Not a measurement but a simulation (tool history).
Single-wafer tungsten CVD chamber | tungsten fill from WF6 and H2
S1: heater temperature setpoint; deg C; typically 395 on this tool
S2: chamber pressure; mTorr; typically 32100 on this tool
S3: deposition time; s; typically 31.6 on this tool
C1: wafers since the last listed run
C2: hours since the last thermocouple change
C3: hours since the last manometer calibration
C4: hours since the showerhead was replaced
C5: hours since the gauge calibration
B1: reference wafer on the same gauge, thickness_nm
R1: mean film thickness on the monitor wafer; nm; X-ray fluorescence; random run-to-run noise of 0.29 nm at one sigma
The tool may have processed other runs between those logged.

| run | day | S1 | S2 | S3 | C1 | C2 | C3 | C4 | C5 | B1 | R1 |
|---|---|---|---|---|---|---|---|---|---|---|---|
| 1 | 0.000 | 395 | 32100 | 31.6 | 0 | 935.6 | 1815.2 | 6696.4 | 502.0 | 68.360 | 82.964 |
| 2 | 1.662 | 403 | 32100 | 33.2 | 624 | 975.5 | 1855.1 | 6736.3 | 541.9 | 68.255 | 100.617 |
| 3 | 4.129 | 403 | 32100 | 33.2 | 926 | 1034.7 | 1914.3 | 6795.5 | 601.1 | 68.228 | 101.437 |
| 4 | 6.667 | 395 | 32100 | 31.6 | 953 | 1095.6 | 1975.2 | 6856.4 | 662.0 | 68.358 | 83.364 |
| 5 | 9.004 | 395 | 32100 | 31.6 | 877 | 1151.7 | 2031.3 | 6912.5 | 718.1 | 68.289 | 83.460 |
| 6 | 11.725 | 395 | 32100 | 31.6 | 1021 | 1217.0 | 2096.6 | 6977.8 | 783.4 | 68.320 | 82.889 |
| 7 | 12.892 | 395 | 32100 | 31.6 | 438 | 1245.0 | 2124.6 | 7005.8 | 811.4 | 68.288 | 82.981 |
| 8 | 18.383 | 395 | 32100 | 31.6 | 2062 | 1376.8 | 2256.4 | 7137.6 | 943.2 | 68.292 | 83.088 |
| 9 | 20.996 | 395 | 32100 | 31.6 | 981 | 1439.5 | 2319.1 | 7200.3 | 1005.9 | 68.243 | 83.137 |
|  | 21.767 | thermocouple changed; heater temperature recalibrated |
| 10 | 22.233 | 395 | 32100 | 31.6 | 339 | 11.2 | 2348.8 | 7230.0 | 1035.6 | 68.343 | 83.050 |
| 11 | 23.775 | 395 | 32100 | 31.6 | 579 | 48.2 | 2385.8 | 7267.0 | 1072.6 | 68.393 | 83.311 |
|  | 25.917 | gauge calibrated |
|  | 26.108 | showerhead replaced |
| 12 | 26.567 | 395 | 32100 | 31.6 | 923 | 115.2 | 2452.8 | 11.0 | 15.6 | 68.333 | 82.910 |
| 13 | 27.708 | 395 | 32100 | 31.6 | 428 | 142.6 | 2480.2 | 38.4 | 43.0 | 68.372 | 82.603 |
| 14 | 30.550 | 400 | 30100 | 33.3 | 1067 | 210.8 | 2548.4 | 106.6 | 111.2 | 68.289 | 92.729 |
| 15 | 32.692 | 381 | 34300 | 31.6 | 804 | 262.2 | 2599.8 | 158.0 | 162.6 | 68.250 | 65.724 |
| 16 | 34.425 | 386 | 35900 | 31.6 | 651 | 303.8 | 2641.4 | 199.6 | 204.2 | 68.364 | 74.838 |
|  | 35.133 | capacitance manometer re-zeroed and calibrated |
| 17 | 37.208 | 405 | 24500 | 26.6 | 920 | 370.6 | 49.8 | 266.4 | 271.0 | 68.286 | 71.309 |
| 18 | 38.325 | 395 | 32100 | 31.6 | 419 | 397.4 | 76.6 | 293.2 | 297.8 | 68.346 | 82.919 |
| 19 | 40.262 | 388 | 32100 | 31.6 | 727 | 443.9 | 123.1 | 339.7 | 344.3 | 68.312 | 72.529 |
| 20 | 42.996 | 395 | 32100 | 34.2 | 1026 | 509.5 | 188.7 | 405.3 | 409.9 | 68.244 | 90.522 |
| 21 | 44.700 | 384 | 24500 | 31.6 | 640 | 550.4 | 229.6 | 446.2 | 450.8 | 68.268 | 56.769 |
| 22 | 47.604 | 401 | 28300 | 27.9 | 1090 | 620.1 | 299.3 | 515.9 | 520.5 | 68.326 | 76.400 |
| 23 | 49.825 | 402 | 32100 | 37.1 | 834 | 673.4 | 352.6 | 569.2 | 573.8 | 68.321 | 111.688 |
| 24 | 52.500 | 395 | 32100 | 31.6 | 1004 | 737.6 | 416.8 | 633.4 | 638.0 | 68.309 | 82.983 |
| 25 | 53.683 | 390 | 27000 | 27.2 | 444 | 766.0 | 445.2 | 661.8 | 666.4 | 68.281 | 58.337 |
| 26 | 55.883 | 395 | 32100 | 31.6 | 826 | 818.8 | 498.0 | 714.6 | 719.2 | 68.329 | 83.336 |
| 27 | 57.012 | 382 | 36900 | 31.6 | 424 | 845.9 | 525.1 | 741.7 | 746.3 | 68.199 | 69.605 |

For each run, what was the tool's unlogged condition?
wafer temperature above the value expected at the setpoint (K): 0 at every run
true pressure above the setpoint (%): 0 at every run
gauge reads high (%): 0 at every run

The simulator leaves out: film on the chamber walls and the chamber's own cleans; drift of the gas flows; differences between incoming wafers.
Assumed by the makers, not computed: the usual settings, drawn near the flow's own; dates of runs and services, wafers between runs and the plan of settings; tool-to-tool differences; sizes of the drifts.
